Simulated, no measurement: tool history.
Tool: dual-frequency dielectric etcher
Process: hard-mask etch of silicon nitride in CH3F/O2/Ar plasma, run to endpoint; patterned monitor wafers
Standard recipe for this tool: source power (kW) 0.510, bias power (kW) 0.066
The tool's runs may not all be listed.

run	hour	source power (kW)	bias power (kW)	wafers since the last listed run	hours since the last wet clean	hours since the last source power generator calibration	hours since the last bias power generator calibration	hours since the last upper electrode change	incoming incoming film thickness, nm	endpoint time (s)
1	0.0	0.510	0.066	0	108.8	1591.2	3006.0	939.8	32.32	44.7
2	44.0	0.510	0.066	439	152.8	1635.2	3050.0	983.8	32.49	45.4
3	146.1	0.510	0.066	1020	254.9	1737.3	3152.1	1085.9	32.33	45.0
4	225.4	0.510	0.066	792	334.2	1816.6	3231.4	1165.2	32.46	44.5
# hour 336.7: wet clean of the chamber
5	337.2	0.410	0.076	877	0.5	1928.4	3343.2	1277.0	32.39	45.6
6	397.7	0.510	0.066	604	61.0	1988.9	3403.7	1337.5	32.37	43.3
7	436.3	0.510	0.066	385	99.6	2027.5	3442.3	1376.1	32.38	43.3
8	513.0	0.510	0.066	766	176.3	2104.2	3519.0	1452.8	32.19	42.8
9	569.8	0.460	0.066	567	233.1	2161.0	3575.8	1509.6	32.30	44.0
# hour 627.1: wet clean of the chamber, repeated, since the last time left the tool worse
10	627.6	0.460	0.066	337	0.5	2218.8	3633.6	1567.4	32.14	47.4
11	706.1	0.460	0.066	784	79.0	2297.3	3712.1	1645.9	32.65	48.3
12	799.1	0.510	0.066	929	172.0	2390.3	3805.1	1738.9	32.40	45.3
13	880.8	0.460	0.066	816	253.7	2472.0	3886.8	1820.6	32.62	47.2
# hour 947.4: bias power generator calibrated
14	981.2	0.410	0.076	963	354.1	2572.4	33.8	1921.0	32.61	46.4
# hour 1056.5: wet clean of the chamber
15	1081.6	0.560	0.056	763	25.1	2672.8	134.2	2021.4	32.58	45.9
# hour 1115.3: source power generator calibrated
# hour 1164.6: upper electrode replaced
16	1165.1	0.510	0.066	554	108.6	49.8	217.7	0.5	32.39	45.1
17	1226.3	0.610	0.075	611	169.8	111.0	278.9	61.7	32.54	41.0
18	1277.7	0.560	0.052	513	221.2	162.4	330.3	113.1	32.71	47.0
# hour 1425.2: wet clean of the chamber
19	1477.7	0.420	0.060	1759	52.5	362.4	530.3	313.1	32.45	50.2
20	1556.1	0.580	0.066	783	130.9	440.8	608.7	391.5	32.35	42.8
21	1592.3	0.430	0.075	361	167.1	477.0	644.9	427.7	32.16	45.8
22	1678.2	0.640	0.066	858	253.0	562.9	730.8	513.6	32.49	41.1
# hour 1787.3: wet clean of the chamber
23	1787.8	0.390	0.066	855	0.5	672.5	840.4	623.2	32.34	50.4

Exercise: give the hidden state of the tool at every run:
source power that arrives over what is set, %: 0 at every run
bias power that arrives over what is set, %: 0 at every run
H1: etch rate over this chamber's usual, %
run	H1
1	0.599
2	0.903
3	1.61
4	2.16
5	4.94
6	5.36
7	5.62
8	6.15
9	6.55
10	-0.381
11	0.162
12	0.804
13	1.37
14	2.06
15	-0.0465
16	0.53
17	0.953
18	1.31
19	0.313
20	0.855
21	1.11
22	1.7
23	0.0803
